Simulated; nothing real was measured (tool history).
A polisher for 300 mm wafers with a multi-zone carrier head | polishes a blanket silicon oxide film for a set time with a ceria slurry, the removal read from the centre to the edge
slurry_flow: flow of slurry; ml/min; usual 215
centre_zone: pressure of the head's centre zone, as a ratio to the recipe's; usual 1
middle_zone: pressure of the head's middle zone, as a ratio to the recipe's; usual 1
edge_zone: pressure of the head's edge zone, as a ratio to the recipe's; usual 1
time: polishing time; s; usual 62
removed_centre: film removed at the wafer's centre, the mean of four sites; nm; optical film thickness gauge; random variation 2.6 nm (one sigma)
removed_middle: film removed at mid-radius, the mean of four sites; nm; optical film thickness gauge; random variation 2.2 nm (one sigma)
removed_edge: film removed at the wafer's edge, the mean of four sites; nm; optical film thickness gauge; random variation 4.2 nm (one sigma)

run    hour  slurry_flow  centre_zone  middle_zone  edge_zone  time  incoming thickness of the incoming film, nm  removed_centre  removed_middle  removed_edge
  1       0          215            1            1          1    62                                        737.3           314.6           297.6         296.2
  2    49.6          215         0.89            1          1    62                                        730.3           274.4           296.3         289.3
  3    86.2          215            1            1          1    62                                        746.5           310.4           292.4         296.5
  4   138.4          195            1         1.05       1.08    68                                        728.2           335.1           325.3         315.2
  5   174.3          285            1            1          1    62                                        737.9           312.3           295.3         300.5
  6   219.5          215            1         0.93          1    62                                        735.1             312           267.1         288.3
  7   264.2          215            1            1          1    62                                        748.2           306.4           280.7         280.8
      341.4  -- worn pad replaced by a new one
      363.2  -- edge zone pressure recalibrated
      440.1  -- centre zone pressure recalibrated
  8     461          150         0.93            1       1.08    50                                        748.4           216.4           232.2         244.5
  9   505.3          215            1            1          1    62                                        736.2           298.3           303.8         307.7
 10   547.4          215            1         1.06          1    62                                        741.9           295.6           312.6         297.3
 11   576.9          190         0.92            1          1    62                                        757.2           272.2           291.2           289
 12   615.9          185         0.89            1       1.06    62                                        723.3           258.1           294.1         300.1
 13   684.3          145         1.06            1       1.07    62                                        746.1           290.4           279.1         297.3
 14     712          275         0.94            1       1.12    62                                        734.7           282.8           299.3           312
 15   777.2          215            1            1       1.06    62                                          733           293.6           288.1           299
 16   808.6          215            1            1          1    46                                        747.8           214.9           209.7         213.8
      833.5  -- slurry nozzle cleaned
      857.8  -- worn pad replaced by a new one
 17   873.8          275            1            1          1    42                                          738           216.3           210.4         207.1
      935.3  -- edge zone pressure recalibrated
 18  1079.7          215            1            1          1    62                                        755.3             305           295.1         300.4
 19  1121.6          265         1.07            1       0.93    70                                        749.2             370           338.1           327
 20  1165.6          150            1            1          1    43                                        741.5           202.5             195         193.2
 21  1223.6          215            1            1          1    62                                        726.7           303.6           287.9         286.1
 22  1272.7          215            1            1          1    62                                          735           295.8           286.7         278.6
 23  1334.7          215            1            1          1    82                                        728.3           395.4           379.1         381.4

Forecast each of these 3 alternatives for the next run:
  A  1335.1          215            1            1          1    62                                        740.4               ?               ?             ?
  B  1335.1          215            1         1.04       0.93    70                                        740.4               ?               ?             ?
  C  1335.1          215         1.04          0.9       0.89    62                                        740.4               ?               ?             ?

run  removed_centre  removed_middle  removed_edge
  A           296.8             284         282.2
  B           335.2           330.2         307.7
  C           308.5           262.9         267.5
Without the tool's hidden state the same runs would have given:
run  removed_centre  removed_middle  removed_edge
  A           305.5           306.7         304.7
  B           345.1           356.6         332.2
  C           317.7           283.9         288.8
